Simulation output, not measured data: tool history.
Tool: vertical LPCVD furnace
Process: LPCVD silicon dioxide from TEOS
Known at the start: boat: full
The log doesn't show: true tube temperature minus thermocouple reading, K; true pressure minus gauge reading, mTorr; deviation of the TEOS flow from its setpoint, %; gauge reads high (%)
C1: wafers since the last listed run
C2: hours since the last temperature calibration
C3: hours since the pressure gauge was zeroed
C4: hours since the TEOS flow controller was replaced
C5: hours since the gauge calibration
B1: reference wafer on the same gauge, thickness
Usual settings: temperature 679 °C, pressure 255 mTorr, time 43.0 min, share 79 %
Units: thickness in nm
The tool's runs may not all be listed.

{"run": 1, "day": 0.0, "temperature": 679, "pressure": 205, "time": 43.0, "share": 79, "C1": 0, "C2": 1391.6, "C3": 1482.0, "C4": 4894.2, "C5": 477.8, "B1": 186.13, "thickness": 157.44}
{"run": 2, "day": 2.917, "temperature": 679, "pressure": 205, "time": 43.0, "share": 79, "C1": 784, "C2": 1461.6, "C3": 1552.0, "C4": 4964.2, "C5": 547.8, "B1": 185.82, "thickness": 157.65}
{"run": 3, "day": 5.258, "temperature": 679, "pressure": 205, "time": 43.0, "share": 79, "C1": 629, "C2": 1517.8, "C3": 1608.2, "C4": 5020.4, "C5": 604.0, "B1": 185.8, "thickness": 156.46}
{"run": 4, "day": 6.396, "temperature": 679, "pressure": 255, "time": 43.0, "share": 79, "C1": 305, "C2": 1545.1, "C3": 1635.5, "C4": 5047.7, "C5": 631.3, "B1": 185.97, "thickness": 175.28}
{"run": 5, "day": 12.042, "temperature": 679, "pressure": 255, "time": 43.0, "share": 79, "C1": 1518, "C2": 1680.6, "C3": 1771.0, "C4": 5183.2, "C5": 766.8, "B1": 186.23, "thickness": 176.56}
{"day": 13.717, "done": "TEOS flow controller replaced"}
{"run": 6, "day": 14.283, "temperature": 679, "pressure": 220, "time": 43.0, "share": 82, "C1": 333, "C2": 1734.4, "C3": 1824.8, "C4": 13.6, "C5": 820.6, "B1": 185.98, "thickness": 166.21}
{"day": 15.879, "done": "thermocouples replaced and temperature profile calibrated"}
{"run": 7, "day": 17.212, "temperature": 683, "pressure": 255, "time": 43.0, "share": 79, "C1": 518, "C2": 32.0, "C3": 1895.1, "C4": 83.9, "C5": 890.9, "B1": 186.16, "thickness": 194.12}
{"run": 8, "day": 18.25, "temperature": 683, "pressure": 255, "time": 43.0, "share": 79, "C1": 278, "C2": 56.9, "C3": 1920.0, "C4": 108.8, "C5": 915.8, "B1": 186.01, "thickness": 193.18}
{"day": 19.733, "done": "pressure gauge zeroed"}
{"run": 9, "day": 19.754, "temperature": 679, "pressure": 255, "time": 43.0, "share": 79, "C1": 135, "C2": 93.0, "C3": 0.5, "C4": 144.9, "C5": 951.9, "B1": 186.08, "thickness": 175.43}
{"day": 22.296, "done": "gauge calibrated"}
{"run": 10, "day": 24.925, "temperature": 679, "pressure": 255, "time": 43.0, "share": 79, "C1": 1390, "C2": 217.1, "C3": 124.6, "C4": 269.0, "C5": 63.1, "B1": 186.1, "thickness": 175.9}
{"run": 11, "day": 26.262, "temperature": 679, "pressure": 255, "time": 43.0, "share": 79, "C1": 359, "C2": 249.2, "C3": 156.7, "C4": 301.1, "C5": 95.2, "B1": 186.07, "thickness": 177.14}
{"run": 12, "day": 27.667, "temperature": 679, "pressure": 255, "time": 48.0, "share": 79, "C1": 377, "C2": 282.9, "C3": 190.4, "C4": 334.8, "C5": 128.9, "B1": 185.81, "thickness": 195.89}
{"run": 13, "day": 29.346, "temperature": 675, "pressure": 255, "time": 36.5, "share": 65, "C1": 451, "C2": 323.2, "C3": 230.7, "C4": 375.1, "C5": 169.2, "B1": 185.98, "thickness": 122.1}
{"run": 14, "day": 30.471, "temperature": 668, "pressure": 205, "time": 43.0, "share": 79, "C1": 302, "C2": 350.2, "C3": 257.7, "C4": 402.1, "C5": 196.2, "B1": 185.89, "thickness": 120.57}
{"run": 15, "day": 32.838, "temperature": 689, "pressure": 255, "time": 43.0, "share": 79, "C1": 636, "C2": 407.0, "C3": 314.5, "C4": 458.9, "C5": 253.0, "B1": 186.06, "thickness": 222.3}
{"run": 16, "day": 34.15, "temperature": 679, "pressure": 235, "time": 31.5, "share": 93, "C1": 352, "C2": 438.5, "C3": 346.0, "C4": 490.4, "C5": 284.5, "B1": 186.18, "thickness": 133.7}
{"run": 17, "day": 35.742, "temperature": 679, "pressure": 255, "time": 43.0, "share": 79, "C1": 427, "C2": 476.7, "C3": 384.2, "C4": 528.6, "C5": 322.7, "B1": 185.96, "thickness": 177.61}
{"run": 18, "day": 38.138, "temperature": 672, "pressure": 255, "time": 43.0, "share": 74, "C1": 644, "C2": 534.2, "C3": 441.7, "C4": 586.1, "C5": 380.2, "B1": 186.16, "thickness": 144.16}
{"run": 19, "day": 39.425, "temperature": 679, "pressure": 255, "time": 43.0, "share": 66, "C1": 346, "C2": 565.1, "C3": 472.6, "C4": 617.0, "C5": 411.1, "B1": 185.83, "thickness": 160.32}
{"run": 20, "day": 42.183, "temperature": 689, "pressure": 255, "time": 43.0, "share": 79, "C1": 741, "C2": 631.3, "C3": 538.8, "C4": 683.2, "C5": 477.3, "B1": 186.07, "thickness": 222.12}

5 ways to go on from here, each from the tool as it stands after run 20. What would each give?
{"run": "A", "day": 42.383, "temperature": 679, "pressure": 255, "time": 43.0, "share": 79, "C1": 53, "C2": 636.1, "C3": 543.6, "C4": 688.0, "C5": 482.1, "B1": "?", "thickness": "?"}
{"run": "B", "day": 42.383, "temperature": 679, "pressure": 255, "time": 43.0, "share": 85, "C1": 53, "C2": 636.1, "C3": 543.6, "C4": 688.0, "C5": 482.1, "B1": "?", "thickness": "?"}
{"run": "C", "day": 42.383, "temperature": 686, "pressure": 310, "time": 54.5, "share": 90, "C1": 53, "C2": 636.1, "C3": 543.6, "C4": 688.0, "C5": 482.1, "B1": "?", "thickness": "?"}
{"run": "D", "day": 42.383, "temperature": 679, "pressure": 215, "time": 28.5, "share": 91, "C1": 53, "C2": 636.1, "C3": 543.6, "C4": 688.0, "C5": 482.1, "B1": "?", "thickness": "?"}
{"run": "E", "day": 42.383, "temperature": 685, "pressure": 270, "time": 43.0, "share": 79, "C1": 53, "C2": 636.1, "C3": 543.6, "C4": 688.0, "C5": 482.1, "B1": "?", "thickness": "?"}

run=A B1=186.21 thickness=176.12
run=B B1=186.21 thickness=182.69
run=C B1=186.21 thickness=311.03
run=D B1=186.21 thickness=115.04
run=E B1=186.21 thickness=209.49
Without the tool's hidden state the same runs would have given:
run=A thickness=176.12
run=B thickness=182.69
run=C thickness=311.03
run=D thickness=115.04
run=E thickness=209.49
